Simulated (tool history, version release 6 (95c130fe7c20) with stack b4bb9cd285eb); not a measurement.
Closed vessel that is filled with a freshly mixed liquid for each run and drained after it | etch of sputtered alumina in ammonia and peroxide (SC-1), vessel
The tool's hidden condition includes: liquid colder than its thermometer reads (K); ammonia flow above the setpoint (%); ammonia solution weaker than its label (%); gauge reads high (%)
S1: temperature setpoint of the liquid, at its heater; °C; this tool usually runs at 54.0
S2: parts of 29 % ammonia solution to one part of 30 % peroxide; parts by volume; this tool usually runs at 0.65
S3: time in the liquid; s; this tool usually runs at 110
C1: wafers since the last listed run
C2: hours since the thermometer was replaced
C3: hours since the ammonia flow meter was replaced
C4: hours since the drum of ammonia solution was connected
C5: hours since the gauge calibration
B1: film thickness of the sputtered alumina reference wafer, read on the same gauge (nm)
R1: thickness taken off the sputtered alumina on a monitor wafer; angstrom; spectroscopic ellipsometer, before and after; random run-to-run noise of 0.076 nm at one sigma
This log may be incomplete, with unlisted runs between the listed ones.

run 1 hour=0.0 | S1=54.0 S2=0.75 S3=110 | C1=0 C2=650.8 C3=7.8 C4=14.9 C5=495.3 | B1=111.32 | R1=91.3
-- hour=23.7 thermometer replaced
run 2 hour=28.6 | S1=54.0 S2=0.65 S3=110 | C1=1983 C2=4.9 C3=36.4 C4=43.5 C5=523.9 | B1=111.47 | R1=89.1
run 3 hour=48.2 | S1=54.0 S2=0.65 S3=145 | C1=1408 C2=24.5 C3=56.0 C4=63.1 C5=543.5 | B1=111.52 | R1=118.0
run 4 hour=63.1 | S1=54.0 S2=0.65 S3=145 | C1=1070 C2=39.4 C3=70.9 C4=78.0 C5=558.4 | B1=111.59 | R1=117.0
run 5 hour=85.4 | S1=50.5 S2=0.65 S3=110 | C1=1602 C2=61.7 C3=93.2 C4=100.3 C5=580.7 | B1=111.68 | R1=73.2
run 6 hour=103.9 | S1=54.0 S2=0.90 S3=130 | C1=1329 C2=80.2 C3=111.7 C4=118.8 C5=599.2 | B1=111.73 | R1=108.5
run 7 hour=133.2 | S1=54.0 S2=0.40 S3=75 | C1=2105 C2=109.5 C3=141.0 C4=148.1 C5=628.5 | B1=111.89 | R1=57.7
run 8 hour=165.1 | S1=47.0 S2=0.85 S3=160 | C1=2292 C2=141.4 C3=172.9 C4=180.0 C5=660.4 | B1=112.02 | R1=91.0
run 9 hour=195.0 | S1=60.0 S2=0.45 S3=65 | C1=2148 C2=171.3 C3=202.8 C4=209.9 C5=690.3 | B1=112.10 | R1=69.0
run 10 hour=225.1 | S1=54.0 S2=0.65 S3=110 | C1=2162 C2=201.4 C3=232.9 C4=240.0 C5=720.4 | B1=112.27 | R1=90.2
run 11 hour=246.1 | S1=54.0 S2=0.65 S3=110 | C1=1509 C2=222.4 C3=253.9 C4=261.0 C5=741.4 | B1=112.33 | R1=90.1
run 12 hour=272.3 | S1=50.5 S2=0.45 S3=50 | C1=1882 C2=248.6 C3=280.1 C4=287.2 C5=767.6 | B1=112.43 | R1=32.6
run 13 hour=287.9 | S1=60.5 S2=0.55 S3=145 | C1=1121 C2=264.2 C3=295.7 C4=302.8 C5=783.2 | B1=112.50 | R1=161.2
run 14 hour=317.9 | S1=62.5 S2=0.65 S3=110 | C1=2155 C2=294.2 C3=325.7 C4=332.8 C5=813.2 | B1=112.61 | R1=141.2
run 15 hour=338.0 | S1=44.5 S2=0.65 S3=165 | C1=1444 C2=314.3 C3=345.8 C4=352.9 C5=833.3 | B1=112.70 | R1=81.1
run 16 hour=355.2 | S1=61.0 S2=0.85 S3=155 | C1=1235 C2=331.5 C3=363.0 C4=370.1 C5=850.5 | B1=112.80 | R1=189.6
-- hour=423.3 new drum of ammonia solution connected
run 17 hour=432.6 | S1=54.0 S2=0.65 S3=110 | C1=5490 C2=408.9 C3=440.4 C4=9.3 C5=927.9 | B1=113.10 | R1=91.1
-- hour=444.5 gauge calibrated
run 18 hour=460.6 | S1=54.0 S2=0.65 S3=110 | C1=2012 C2=436.9 C3=468.4 C4=37.3 C5=16.1 | B1=109.60 | R1=87.7
run 19 hour=473.6 | S1=54.0 S2=0.65 S3=145 | C1=934 C2=449.9 C3=481.4 C4=50.3 C5=29.1 | B1=109.66 | R1=116.6
run 20 hour=508.0 | S1=58.5 S2=0.55 S3=150 | C1=2471 C2=484.3 C3=515.8 C4=84.7 C5=63.5 | B1=109.80 | R1=149.6
run 21 hour=531.1 | S1=54.0 S2=0.55 S3=130 | C1=1659 C2=507.4 C3=538.9 C4=107.8 C5=86.6 | B1=109.88 | R1=102.2
run 22 hour=552.0 | S1=54.0 S2=0.45 S3=170 | C1=1501 C2=528.3 C3=559.8 C4=128.7 C5=107.5 | B1=109.97 | R1=133.6
run 23 hour=638.9 | S1=54.0 S2=0.85 S3=80 | C1=6244 C2=615.2 C3=646.7 C4=215.6 C5=194.4 | B1=110.34 | R1=66.2
-- hour=687.3 thermometer replaced
run 24 hour=701.2 | S1=59.0 S2=0.65 S3=165 | C1=4405 C2=13.9 C3=709.0 C4=277.9 C5=256.7 | B1=110.61 | R1=170.4
run 25 hour=720.8 | S1=54.0 S2=0.90 S3=110 | C1=1408 C2=33.5 C3=728.6 C4=297.5 C5=276.3 | B1=110.70 | R1=92.1
run 26 hour=746.6 | S1=54.0 S2=0.65 S3=110 | C1=1853 C2=59.3 C3=754.4 C4=323.3 C5=302.1 | B1=110.80 | R1=89.1
run 27 hour=773.5 | S1=54.0 S2=0.65 S3=110 | C1=1933 C2=86.2 C3=781.3 C4=350.2 C5=329.0 | B1=110.91 | R1=87.8
-- hour=785.1 new drum of ammonia solution connected
run 28 hour=802.4 | S1=54.0 S2=0.65 S3=110 | C1=2004 C2=115.1 C3=810.2 C4=17.3 C5=357.9 | B1=111.00 | R1=89.3
run 29 hour=816.1 | S1=48.5 S2=0.45 S3=170 | C1=984 C2=128.8 C3=823.9 C4=31.0 C5=371.6 | B1=111.09 | R1=98.4

Here are 3 independent what-if runs from the current tool condition. What would each one return?
run A hour=816.8 | S1=54.0 S2=0.65 S3=110 | C1=50 C2=129.5 C3=824.6 C4=31.7 C5=372.3 | B1=? | R1=?
run B hour=816.8 | S1=61.5 S2=0.65 S3=140 | C1=50 C2=129.5 C3=824.6 C4=31.7 C5=372.3 | B1=? | R1=?
run C hour=816.8 | S1=46.5 S2=0.35 S3=65 | C1=50 C2=129.5 C3=824.6 C4=31.7 C5=372.3 | B1=? | R1=?

run=A B1=111.08 R1=89.4
run=B B1=111.08 R1=168.3
run=C B1=111.08 R1=33.0
The same runs, with their run-to-run variation unchanged, on a tool lacking any hidden condition would have given:
run=A R1=88.6
run=B R1=166.7
run=C R1=32.7
